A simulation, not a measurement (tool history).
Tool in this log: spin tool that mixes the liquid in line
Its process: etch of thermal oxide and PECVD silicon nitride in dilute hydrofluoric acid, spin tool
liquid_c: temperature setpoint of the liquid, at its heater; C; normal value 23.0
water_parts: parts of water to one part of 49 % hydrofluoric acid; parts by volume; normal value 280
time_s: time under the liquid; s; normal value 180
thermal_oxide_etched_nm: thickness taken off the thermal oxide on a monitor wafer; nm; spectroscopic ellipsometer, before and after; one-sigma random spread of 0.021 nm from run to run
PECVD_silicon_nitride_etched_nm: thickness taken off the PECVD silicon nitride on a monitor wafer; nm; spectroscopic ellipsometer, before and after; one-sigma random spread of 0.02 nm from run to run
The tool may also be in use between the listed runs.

run    hour  liquid_c  water_parts  time_s  wafers since the last listed run  hours since the thermometer was replaced  hours since the hydrofluoric acid flow meter was replaced  hours since the gauge calibration  read-back film thickness of the thermal oxide reference wafer, read on the same gauge (nm)  read-back film thickness of the PECVD silicon nitride reference wafer, read on the same gauge (nm)  thermal_oxide_etched_nm  PECVD_silicon_nitride_etched_nm
  1     0.0      20.5          280     180                                 0                                    2578.6                                                     1514.1                             1425.7                                                                                      69.998                                                                                             149.995                    2.071                            1.342
  2    47.7      20.5          280     180                               420                                    2626.3                                                     1561.8                             1473.4                                                                                      70.008                                                                                             149.999                    2.118                            1.322
  3   101.8      20.5          280     180                               476                                    2680.4                                                     1615.9                             1527.5                                                                                      70.004                                                                                             150.002                    2.068                            1.341
  4   151.8      23.0          360     180                               440                                    2730.4                                                     1665.9                             1577.5                                                                                      69.995                                                                                             149.991                    1.657                            1.228
  5   188.0      23.0          280     180                               318                                    2766.6                                                     1702.1                             1613.7                                                                                      70.004                                                                                             150.022                    2.296                            1.580
      230.3  -- thermometer replaced
  6   241.0      23.0          280     180                               457                                      10.7                                                     1755.1                             1666.7                                                                                      69.979                                                                                             149.994                    2.308                            1.546
  7   305.2      23.0          280     180                               565                                      74.9                                                     1819.3                             1730.9                                                                                      70.012                                                                                             149.983                    2.294                            1.552
  8   374.2      23.0          280     180                               607                                     143.9                                                     1888.3                             1799.9                                                                                      70.009                                                                                             149.991                    2.292                            1.580
  9   417.8      23.0          390      90                               383                                     187.5                                                     1931.9                             1843.5                                                                                      70.002                                                                                             150.003                    0.738                            0.547
      449.4  -- gauge calibrated
 10   464.1      23.0          280     180                               407                                     233.8                                                     1978.2                               14.7                                                                                      70.017                                                                                             149.994                    2.285                            1.547
 11   520.3      23.0          150     235                               494                                     290.0                                                     2034.4                               70.9                                                                                      69.993                                                                                             150.012                    6.406                            3.773
 12   544.8      27.5          385      85                               215                                     314.5                                                     2058.9                               95.4                                                                                      70.002                                                                                             150.023                    0.827                            0.707
 13   571.3      23.0          280     220                               233                                     341.0                                                     2085.4                              121.9                                                                                      69.999                                                                                             150.005                    2.777                            1.889
 14   641.0      23.0          280     180                               613                                     410.7                                                     2155.1                              191.6                                                                                      70.004                                                                                             149.987                    2.301                            1.547
 15   669.2      23.0          280     180                               248                                     438.9                                                     2183.3                              219.8                                                                                      69.982                                                                                             150.019                    2.274                            1.544
 16   713.4      20.5          280     180                               389                                     483.1                                                     2227.5                              264.0                                                                                      70.015                                                                                             149.995                    2.103                            1.343
      752.5  -- hydrofluoric acid flow meter replaced
 17   759.6      23.0          230     125                               397                                     529.3                                                        7.1                              310.2                                                                                      69.991                                                                                             149.995                    2.045                            1.316
 18   785.8      23.0          280     180                               230                                     555.5                                                       33.3                              336.4                                                                                      70.002                                                                                             149.991                    2.292                            1.584
 19   827.0      19.0          240     180                               362                                     596.7                                                       74.5                              377.6                                                                                      69.989                                                                                             150.005                    2.351                            1.422
 20   854.1      23.0          280     180                               238                                     623.8                                                      101.6                              404.7                                                                                      70.009                                                                                             150.002                    2.288                            1.558
 21   898.2      28.0          145     180                               388                                     667.9                                                      145.7                              448.8                                                                                      69.994                                                                                             149.997                    6.114                            4.131
 22   935.3      20.5          280     180                               326                                     705.0                                                      182.8                              485.9                                                                                      69.984                                                                                             150.006                    2.102                            1.326
 23  1001.3      23.0          280     285                               581                                     771.0                                                      248.8                              551.9                                                                                      69.983                                                                                             150.010                    3.608                            2.491
 24  1081.0      23.0          400     180                               701                                     850.7                                                      328.5                              631.6                                                                                      70.021                                                                                             149.996                    1.446                            1.105
 25  1133.7      19.0          365     260                               464                                     903.4                                                      381.2                              684.3                                                                                      70.003                                                                                             149.972                    2.014                            1.371
 26  1188.7      21.0          380     265                               484                                     958.4                                                      436.2                              739.3                                                                                      70.016                                                                                             150.011                    2.107                            1.482
 27  1222.2      19.5          215     105                               294                                     991.9                                                      469.7                              772.8                                                                                      69.986                                                                                             150.011                    1.634                            0.938

Predict each of these 3 candidate next runs independently; none follows another, all start after run 27:
  A  1222.7      25.0          280     180                                 4                                     992.4                                                      470.2                              773.3                                                                                           ?                                                                                                   ?                        ?                                ?
  B  1222.7      23.0          280     290                                 4                                     992.4                                                      470.2                              773.3                                                                                           ?                                                                                                   ?                        ?                                ?
  C  1222.7      23.0          280     255                                 4                                     992.4                                                      470.2                              773.3                                                                                           ?                                                                                                   ?                        ?                                ?

run  read-back film thickness of the thermal oxide reference wafer, read on the same gauge (nm)  read-back film thickness of the PECVD silicon nitride reference wafer, read on the same gauge (nm)  thermal_oxide_etched_nm  PECVD_silicon_nitride_etched_nm
  A                                                                                      69.980                                                                                             150.027                    2.428                            1.809
  B                                                                                      69.980                                                                                             150.027                    3.646                            2.578
  C                                                                                      69.980                                                                                             150.027                    3.206                            2.267
Take away the tool's hidden state, keep each run's random variation, and the runs would have read:
run  thermal_oxide_etched_nm  PECVD_silicon_nitride_etched_nm
  A                    2.428                            1.809
  B                    3.646                            2.578
  C                    3.206                            2.267
